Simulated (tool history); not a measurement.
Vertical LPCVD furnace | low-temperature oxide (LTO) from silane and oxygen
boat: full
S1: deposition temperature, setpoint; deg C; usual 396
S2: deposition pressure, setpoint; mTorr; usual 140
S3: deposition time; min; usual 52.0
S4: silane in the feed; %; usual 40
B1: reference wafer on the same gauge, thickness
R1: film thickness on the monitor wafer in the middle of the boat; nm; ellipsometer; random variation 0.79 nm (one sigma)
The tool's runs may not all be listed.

run,hour,S1,S2,S3,S4,B1,R1
1,0.0,396,140,52.0,40,282.30,303.88
2,28.1,396,140,52.0,40,282.16,304.42
3,58.5,396,140,52.0,40,281.85,303.87
4,70.6,396,140,52.0,40,282.17,303.14
5,100.4,396,140,52.0,40,282.14,303.21
6,125.5,396,140,52.0,40,281.70,303.06
7,151.3,396,140,52.0,40,281.82,305.06
# hour 166.5: gauge calibrated
8,167.8,396,140,52.0,40,282.06,304.30
9,191.9,396,140,52.0,40,281.88,305.25
10,222.2,396,140,52.0,40,281.99,304.62
11,255.5,396,140,52.0,40,281.61,305.12
12,276.7,396,140,52.0,40,282.23,303.72
# hour 327.0: pressure gauge zeroed
13,327.5,396,140,52.0,40,282.07,303.38
14,339.3,396,140,52.0,40,282.31,304.29
# hour 386.6: silane flow controller replaced
15,387.1,386,140,52.0,42,281.89,289.39
16,392.3,386,105,70.5,40,281.80,276.34
17,411.1,396,140,52.0,40,282.17,303.41
18,424.9,396,140,52.0,40,281.90,304.73
# hour 453.1: thermocouples replaced and temperature profile calibrated
19,453.6,407,140,32.0,42,282.22,212.34
# hour 471.8: gauge calibrated
20,478.6,396,140,52.0,34,281.97,235.21
21,500.9,387,140,52.0,40,281.82,261.52
22,524.3,396,140,52.0,44,282.42,323.14
23,559.9,396,140,52.0,40,282.11,291.35
24,579.5,406,165,39.0,43,281.99,311.24
25,594.0,387,165,52.0,40,282.06,310.15
26,612.0,387,125,36.5,34,281.79,133.43

3 ways to go on from here, each from the tool as it stands after run 26. What would each give?
A,617.3,396,140,52.0,40,?,?
B,617.3,391,140,66.0,46,?,?
C,617.3,396,140,65.5,40,?,?

run,B1,R1
A,281.93,292.44
B,281.93,410.47
C,281.93,368.36
Without the tool's hidden state the same runs would have given:
run,R1
A,289.41
B,406.34
C,364.55

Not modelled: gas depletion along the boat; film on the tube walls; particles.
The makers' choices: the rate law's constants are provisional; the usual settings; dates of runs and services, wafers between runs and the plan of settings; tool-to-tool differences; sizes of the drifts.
